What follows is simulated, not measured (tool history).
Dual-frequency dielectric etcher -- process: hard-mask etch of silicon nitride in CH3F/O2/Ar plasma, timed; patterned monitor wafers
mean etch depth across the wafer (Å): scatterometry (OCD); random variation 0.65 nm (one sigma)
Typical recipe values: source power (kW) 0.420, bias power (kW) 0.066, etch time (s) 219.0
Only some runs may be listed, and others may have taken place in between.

run	hour	source power (kW)	bias power (kW)	etch time (s)	wafers since the last listed run	hours since the last wet clean	hours since the last source power generator calibration	hours since the last bias power generator calibration	hours since the last upper electrode change	hours since the gauge calibration	read-back reference wafer on the same gauge, depth_nm	mean etch depth across the wafer (Å)
1	0.0	0.420	0.066	219.0	0	548.7	4197.3	2889.3	3615.5	751.5	125.1	1418
# hour 50.7: wet clean of the chamber
2	58.9	0.420	0.066	219.0	212	8.2	4256.2	2948.2	3674.4	810.4	125.1	1466
3	91.2	0.420	0.066	219.0	196	40.5	4288.5	2980.5	3706.7	842.7	124.8	1454
4	116.9	0.420	0.066	219.0	156	66.2	4314.2	3006.2	3732.4	868.4	125.0	1453
5	148.3	0.420	0.054	250.5	191	97.6	4345.6	3037.6	3763.8	899.8	125.0	1561
6	187.1	0.420	0.066	219.0	236	136.4	4384.4	3076.4	3802.6	938.6	125.1	1452
7	244.1	0.420	0.066	219.0	346	193.4	4441.4	3133.4	3859.6	995.6	125.1	1448
8	281.3	0.420	0.066	219.0	226	230.6	4478.6	3170.6	3896.8	1032.8	125.0	1446
# hour 331.7: source power generator calibrated
# hour 441.9: upper electrode replaced
9	463.4	0.420	0.066	219.0	937	412.7	131.7	3352.7	21.5	1214.9	125.3	1438
10	512.4	0.420	0.066	219.0	298	461.7	180.7	3401.7	70.5	1263.9	124.9	1433
# hour 574.3: gauge calibrated
# hour 583.1: wet clean of the chamber
11	583.6	0.420	0.066	219.0	287	0.5	251.9	3472.9	141.7	9.3	124.8	1458
# hour 627.6: bias power generator calibrated
12	628.1	0.420	0.066	219.0	246	45.0	296.4	0.5	186.2	53.8	124.8	1457
13	664.8	0.390	0.072	268.5	223	81.7	333.1	37.2	222.9	90.5	125.0	1774
14	693.5	0.490	0.052	282.0	174	110.4	361.8	65.9	251.6	119.2	125.0	1816
15	726.2	0.420	0.079	248.0	198	143.1	394.5	98.6	284.3	151.9	125.1	1734
16	764.5	0.370	0.066	187.0	233	181.4	432.8	136.9	322.6	190.2	124.9	1193
17	836.0	0.330	0.070	219.0	435	252.9	504.3	208.4	394.1	261.7	125.2	1376
18	860.8	0.500	0.066	181.5	150	277.7	529.1	233.2	418.9	286.5	125.0	1250
19	927.3	0.370	0.066	186.5	404	344.2	595.6	299.7	485.4	353.0	125.0	1184
20	992.4	0.450	0.061	184.0	396	409.3	660.7	364.8	550.5	418.1	125.1	1190
21	1039.2	0.420	0.066	219.0	284	456.1	707.5	411.6	597.3	464.9	125.0	1426

Predict each of these 5 candidate next runs independently; none follows another, all start after run 21:
A	1039.7	0.420	0.066	219.0	3	456.6	708.0	412.1	597.8	465.4	?	?
B	1039.7	0.380	0.071	219.0	3	456.6	708.0	412.1	597.8	465.4	?	?
C	1039.7	0.320	0.066	219.0	3	456.6	708.0	412.1	597.8	465.4	?	?
D	1039.7	0.350	0.082	282.5	3	456.6	708.0	412.1	597.8	465.4	?	?
E	1039.7	0.420	0.056	200.5	3	456.6	708.0	412.1	597.8	465.4	?	?

run	read-back reference wafer on the same gauge, depth_nm	mean etch depth across the wafer (Å)
A	125.0	1423
B	125.0	1418
C	125.0	1327
D	125.0	1878
E	125.0	1239
With no hidden state in the tool, these same runs would have given:
run	mean etch depth across the wafer (Å)
A	1457
B	1452
C	1359
D	1923
E	1269
